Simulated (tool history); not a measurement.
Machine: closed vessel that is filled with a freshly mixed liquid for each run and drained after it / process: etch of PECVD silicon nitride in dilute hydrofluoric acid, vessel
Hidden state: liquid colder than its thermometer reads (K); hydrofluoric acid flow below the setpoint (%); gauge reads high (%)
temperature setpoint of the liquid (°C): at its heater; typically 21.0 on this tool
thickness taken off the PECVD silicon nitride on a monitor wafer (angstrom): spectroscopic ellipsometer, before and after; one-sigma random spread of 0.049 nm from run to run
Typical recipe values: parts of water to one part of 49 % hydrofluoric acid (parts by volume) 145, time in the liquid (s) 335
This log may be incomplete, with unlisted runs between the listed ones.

run    hour  temperature setpoint of the liquid (°C)  parts of water to one part of 49 % hydrofluoric acid (parts by volume)  time in the liquid (s)  wafers since the last listed run  hours since the thermometer was replaced  hours since the hydrofluoric acid flow meter was replaced  hours since the gauge calibration  read-back film thickness of the PECVD silicon nitride reference wafer, read on the same gauge (nm)  thickness taken off the PECVD silicon nitride on a monitor wafer (angstrom)
  1     0.0                                     21.0                                                                     145                     335                                 0                                       9.6                                                       79.0                             1417.8                                                                                              139.99                                                                         51.6
  2    79.6                                     21.0                                                                     145                     335                              4234                                      89.2                                                      158.6                             1497.4                                                                                              140.02                                                                         51.3
  3   119.6                                     21.0                                                                     145                     335                              2128                                     129.2                                                      198.6                             1537.4                                                                                              140.01                                                                         52.1
  4   164.6                                     21.0                                                                     145                     335                              2394                                     174.2                                                      243.6                             1582.4                                                                                              140.00                                                                         50.9
  5   261.3                                     23.0                                                                     145                     335                              5144                                     270.9                                                      340.3                             1679.1                                                                                              139.99                                                                         58.2
  6   309.2                                     23.0                                                                     145                     335                              2548                                     318.8                                                      388.2                             1727.0                                                                                              140.01                                                                         58.2
  7   376.6                                     23.0                                                                     145                     335                              3585                                     386.2                                                      455.6                             1794.4                                                                                              139.99                                                                         57.8
  8   455.4                                     21.0                                                                     145                     335                              4192                                     465.0                                                      534.4                             1873.2                                                                                              140.01                                                                         50.3
  9   507.0                                     21.0                                                                     145                     335                              2745                                     516.6                                                      586.0                             1924.8                                                                                              139.99                                                                         50.7
 10   545.4                                     21.0                                                                     145                     335                              2042                                     555.0                                                      624.4                             1963.2                                                                                              140.00                                                                         50.4
 11   627.7                                     22.5                                                                     145                     335                              4378                                     637.3                                                      706.7                             2045.5                                                                                              140.02                                                                         55.8
 12   693.0                                     21.0                                                                     110                     335                              3473                                     702.6                                                      772.0                             2110.8                                                                                              140.00                                                                         64.9
      713.7  -- gauge calibrated
 13   747.0                                     21.0                                                                     145                     335                              2872                                     756.6                                                      826.0                               33.3                                                                                              139.99                                                                         50.5
 14   836.4                                     21.0                                                                     145                     335                              4756                                     846.0                                                      915.4                              122.7                                                                                              139.97                                                                         49.9
 15   902.4                                     21.0                                                                     105                     245                              3511                                     912.0                                                      981.4                              188.7                                                                                              140.01                                                                         49.4
 16   983.4                                     21.0                                                                     145                     435                              4309                                     993.0                                                     1062.4                              269.7                                                                                              139.98                                                                         64.0
 17  1034.9                                     21.0                                                                     145                     335                              2739                                    1044.5                                                     1113.9                              321.2                                                                                              140.01                                                                         48.9
 18  1128.9                                     19.0                                                                     165                     250                              5000                                    1138.5                                                     1207.9                              415.2                                                                                              140.01                                                                         28.3
 19  1401.1                                     21.0                                                                     145                     335                             14481                                    1410.7                                                     1480.1                              687.4                                                                                              139.98                                                                         47.4
 20  1450.9                                     25.0                                                                     105                     460                              2649                                    1460.5                                                     1529.9                              737.2                                                                                              140.01                                                                        118.2
     1469.4  -- hydrofluoric acid flow meter replaced
 21  1524.7                                     23.5                                                                     195                     435                              3872                                    1534.3                                                       55.3                              811.0                                                                                              139.98                                                                         54.6
     1540.0  -- thermometer replaced
 22  1577.9                                     21.0                                                                     145                     335                              2777                                      37.9                                                      108.5                              864.2                                                                                              140.00                                                                         44.3
 23  1667.6                                     21.0                                                                     145                     175                              4772                                     127.6                                                      198.2                              953.9                                                                                              139.98                                                                         23.5
 24  1746.5                                     19.5                                                                     170                     445                              4197                                     206.5                                                      277.1                             1032.8                                                                                              139.99                                                                         45.0
 25  1782.9                                     21.0                                                                      75                     275                              1936                                     242.9                                                      313.5                             1069.2                                                                                              140.00                                                                         68.6
 26  1850.5                                     21.0                                                                     145                     410                              3596                                     310.5                                                      381.1                             1136.8                                                                                              140.00                                                                         52.2
     1950.2  -- thermometer replaced, repeated, since the last time left the tool worse
 27  2031.0                                     21.0                                                                     145                     335                              9549                                      80.8                                                      561.6                             1317.3                                                                                              140.00                                                                         51.4
 28  2134.9                                     22.5                                                                     175                     390                              5527                                     184.7                                                      665.5                             1421.2                                                                                              140.00                                                                         53.8
 29  2203.1                                     21.0                                                                     105                     405                              3628                                     252.9                                                      733.7                             1489.4                                                                                              139.99                                                                         85.0
 30  2250.3                                     21.0                                                                     190                     335                              2511                                     300.1                                                      780.9                             1536.6                                                                                              140.02                                                                         39.2
 31  2298.6                                     21.0                                                                     145                     335                              2569                                     348.4                                                      829.2                             1584.9                                                                                              140.01                                                                         50.4
 32  2405.2                                     21.0                                                                     125                     490                              5671                                     455.0                                                      935.8                             1691.5                                                                                              140.01                                                                         86.8
 33  2447.3                                     21.0                                                                     145                     335                              2239                                     497.1                                                      977.9                             1733.6                                                                                              140.01                                                                         51.3

Consider 3 possible next runs. They are alternatives, not a sequence: every one starts from the tool as it was left by run 33. What does each give?
  A  2448.0                                     21.0                                                                     145                     335                                37                                     497.8                                                      978.6                             1734.3                                                                                                   ?                                                                            ?
  B  2448.0                                     17.0                                                                     185                     420                                37                                     497.8                                                      978.6                             1734.3                                                                                                   ?                                                                            ?
  C  2448.0                                     21.0                                                                      75                     335                                37                                     497.8                                                      978.6                             1734.3                                                                                                   ?                                                                            ?

run  read-back film thickness of the PECVD silicon nitride reference wafer, read on the same gauge (nm)  thickness taken off the PECVD silicon nitride on a monitor wafer (angstrom)
  A                                                                                              140.01                                                                         50.7
  B                                                                                              140.01                                                                         38.3
  C                                                                                              140.01                                                                         96.5
Without the tool's unlogged condition, the same runs would have read:
run  thickness taken off the PECVD silicon nitride on a monitor wafer (angstrom)
  A                                                                         53.1
  B                                                                         40.2
  C                                                                        101.2
